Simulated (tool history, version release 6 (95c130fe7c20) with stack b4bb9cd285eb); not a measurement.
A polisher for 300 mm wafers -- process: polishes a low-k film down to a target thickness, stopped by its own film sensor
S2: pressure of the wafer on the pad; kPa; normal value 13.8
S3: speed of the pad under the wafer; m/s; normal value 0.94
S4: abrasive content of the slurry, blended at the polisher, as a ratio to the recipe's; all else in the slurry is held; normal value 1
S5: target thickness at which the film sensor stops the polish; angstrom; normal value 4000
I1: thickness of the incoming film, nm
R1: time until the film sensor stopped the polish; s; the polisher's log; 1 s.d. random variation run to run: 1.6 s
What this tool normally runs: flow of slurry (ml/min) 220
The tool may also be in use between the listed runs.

Run 1, day 0: usual settings; I1 453. Result: R1 156.9 s.
At day 0.038: worn pad replaced by a new one.
Run 2, day 0.962: usual settings but S5 4140 angstrom; I1 446.4. Result: R1 96.4 s.
Run 3, day 2.029: usual settings but S5 4140 angstrom; I1 455.6. Result: R1 129.4 s.
Run 4, day 2.842: usual settings but S5 4140 angstrom; I1 448.8. Result: R1 107.5 s.
Run 5, day 3.358: usual settings; I1 449.2. Result: R1 158.2 s.
Run 6, day 4.046: usual settings; I1 447.6. Result: R1 155.2 s.
Run 7, day 4.812: usual settings but S2 10.3 kPa; I1 449.4. Result: R1 210.2 s.
Run 8, day 5.425: usual settings but S2 10.3 kPa; I1 445. Result: R1 193.5 s.
At day 6.046: slurry nozzle cleaned.
At day 6.679: head pressure recalibrated.
At day 6.829: worn pad replaced by a new one.
At day 6.908: slurry blender recalibrated.
Run 9, day 6.929: usual settings but flow of slurry (ml/min) 180, S3 1.24 m/s, S4 0.8; I1 455.8. Result: R1 160.6 s.
Run 10, day 7.992: usual settings but flow of slurry (ml/min) 180, S4 0.8, S5 4050 angstrom; I1 444.9. Result: R1 140.8 s.
Run 11, day 11.729: usual settings but S2 17.2 kPa, S5 3890 angstrom; I1 451.7. Result: R1 166.1 s.
At day 12.042: conditioning disc replaced and pad reconditioned.
Run 12, day 12.529: usual settings but S3 0.76 m/s; I1 446.6. Result: R1 164.9 s.
At day 13.871: slurry blender recalibrated.
Run 13, day 13.975: usual settings but S2 17.2 kPa, S5 3890 angstrom; I1 449.3. Result: R1 137.8 s.
At day 14.183: worn pad replaced by a new one.
Run 14, day 15.129: usual settings but flow of slurry (ml/min) 260, S3 0.76 m/s; I1 453.5. Result: R1 171.6 s.
Run 15, day 16.25: usual settings but S2 17.2 kPa, S5 3890 angstrom; I1 449.9. Result: R1 147.9 s.
Run 16, day 18.975: usual settings but flow of slurry (ml/min) 160, S3 0.7 m/s; I1 449. Result: R1 202.9 s.
Run 17, day 19.958: usual settings; I1 450. Result: R1 159.5 s.

For each run, the measured value with the value that run would have given without the tool's hidden condition subtracted. The run-to-run variation is shared by both, the gauge scatter possibly not:
Hidden state at play: removal rate lost through wear of the pad, %; slurry flow missing at the pad, %; deviation of the head's pressure from its setpoint, %; abrasive missing from the slurry, %; time polished since the conditioner stopped cutting, s.
run     R1
  1  +19.1
  2  +13.8
  3  +21.6
  4  +19.8
  5    +31
  6  +32.9
  7    +45
  8  +44.2
  9  +21.7
 10  +18.6
 11  +35.4
 12  +21.3
 13   +9.7
 14  +14.9
 15  +20.3
 16  +36.3
 17    +35
